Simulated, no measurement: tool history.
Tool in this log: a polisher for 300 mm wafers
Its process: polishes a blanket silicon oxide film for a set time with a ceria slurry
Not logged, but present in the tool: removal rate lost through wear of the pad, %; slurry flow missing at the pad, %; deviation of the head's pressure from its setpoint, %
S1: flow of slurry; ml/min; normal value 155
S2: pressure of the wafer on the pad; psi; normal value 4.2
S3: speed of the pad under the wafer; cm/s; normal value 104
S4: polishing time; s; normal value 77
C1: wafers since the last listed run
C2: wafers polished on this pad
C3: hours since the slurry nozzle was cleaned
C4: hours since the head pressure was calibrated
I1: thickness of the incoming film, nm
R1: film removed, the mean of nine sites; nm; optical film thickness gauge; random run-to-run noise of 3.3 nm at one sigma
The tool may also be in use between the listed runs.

run 1 hour=0.0 | S1=195 S2=4.2 S3=104 S4=58 | C1=0 C2=111 C3=39.8 C4=668.4 | I1=1674.8 | R1=295.3
run 2 hour=23.5 | S1=195 S2=4.2 S3=104 S4=58 | C1=247 C2=358 C3=63.3 C4=691.9 | I1=1691.1 | R1=283.9
run 3 hour=48.3 | S1=145 S2=4.2 S3=104 S4=77 | C1=260 C2=619 C3=88.1 C4=716.7 | I1=1687.7 | R1=341.0
run 4 hour=61.9 | S1=145 S2=4.2 S3=104 S4=77 | C1=143 C2=762 C3=101.7 C4=730.3 | I1=1697.6 | R1=342.8
run 5 hour=76.3 | S1=125 S2=4.2 S3=104 S4=77 | C1=151 C2=913 C3=116.1 C4=744.7 | I1=1704.7 | R1=320.4
run 6 hour=84.1 | S1=155 S2=4.2 S3=104 S4=77 | C1=82 C2=995 C3=123.9 C4=752.5 | I1=1672.8 | R1=343.1
run 7 hour=94.9 | S1=155 S2=4.2 S3=104 S4=77 | C1=113 C2=1109 C3=134.7 C4=763.3 | I1=1693.3 | R1=339.6
run 8 hour=110.9 | S1=155 S2=4.2 S3=104 S4=77 | C1=168 C2=1277 C3=150.7 C4=779.3 | I1=1694.0 | R1=332.2
run 9 hour=123.8 | S1=155 S2=5.3 S3=104 S4=77 | C1=135 C2=1413 C3=163.6 C4=792.2 | I1=1669.8 | R1=414.8
-- hour=140.7 worn pad replaced by a new one
run 10 hour=141.2 | S1=155 S2=5.3 S3=104 S4=77 | C1=140 C2=5 C3=181.0 C4=809.6 | I1=1713.3 | R1=455.8
run 11 hour=156.4 | S1=175 S2=4.2 S3=104 S4=77 | C1=159 C2=165 C3=196.2 C4=824.8 | I1=1699.6 | R1=369.1
-- hour=161.2 slurry nozzle cleaned
-- hour=166.4 head pressure recalibrated
run 12 hour=169.3 | S1=175 S2=4.2 S3=104 S4=77 | C1=104 C2=269 C3=8.1 C4=2.9 | I1=1685.0 | R1=386.9
run 13 hour=182.5 | S1=175 S2=4.2 S3=104 S4=77 | C1=138 C2=408 C3=21.3 C4=16.1 | I1=1680.9 | R1=378.3
run 14 hour=190.8 | S1=155 S2=5.6 S3=94 S4=77 | C1=87 C2=495 C3=29.6 C4=24.4 | I1=1688.3 | R1=436.1
run 15 hour=201.6 | S1=155 S2=4.2 S3=104 S4=77 | C1=113 C2=608 C3=40.4 C4=35.2 | I1=1696.8 | R1=365.4
run 16 hour=209.6 | S1=155 S2=4.2 S3=104 S4=59 | C1=84 C2=692 C3=48.4 C4=43.2 | I1=1691.5 | R1=272.8
run 17 hour=220.9 | S1=155 S2=2.8 S3=104 S4=77 | C1=118 C2=811 C3=59.7 C4=54.5 | I1=1691.1 | R1=247.3
run 18 hour=227.7 | S1=100 S2=4.2 S3=104 S4=86 | C1=71 C2=883 C3=66.5 C4=61.3 | I1=1725.7 | R1=343.2
run 19 hour=239.7 | S1=155 S2=4.2 S3=104 S4=77 | C1=126 C2=1009 C3=78.5 C4=73.3 | I1=1715.5 | R1=351.4
run 20 hour=250.1 | S1=200 S2=4.7 S3=88 S4=77 | C1=109 C2=1118 C3=88.9 C4=83.7 | I1=1660.0 | R1=344.4
run 21 hour=263.6 | S1=155 S2=5.4 S3=70 S4=77 | C1=141 C2=1260 C3=102.4 C4=97.2 | I1=1680.1 | R1=290.8

Predict the results of run 22:
-- hour=275.3 worn pad replaced by a new one
run 22 hour=277.5 | S1=130 S2=4.2 S3=88 S4=77 | C1=104 C2=22 C3=116.3 C4=111.1 | I1=1705.3 | R1=?

R1: 300.8 nm
On a tool with no hidden condition, and with the same random variation, this run would have come out at R1 328.8 nm.
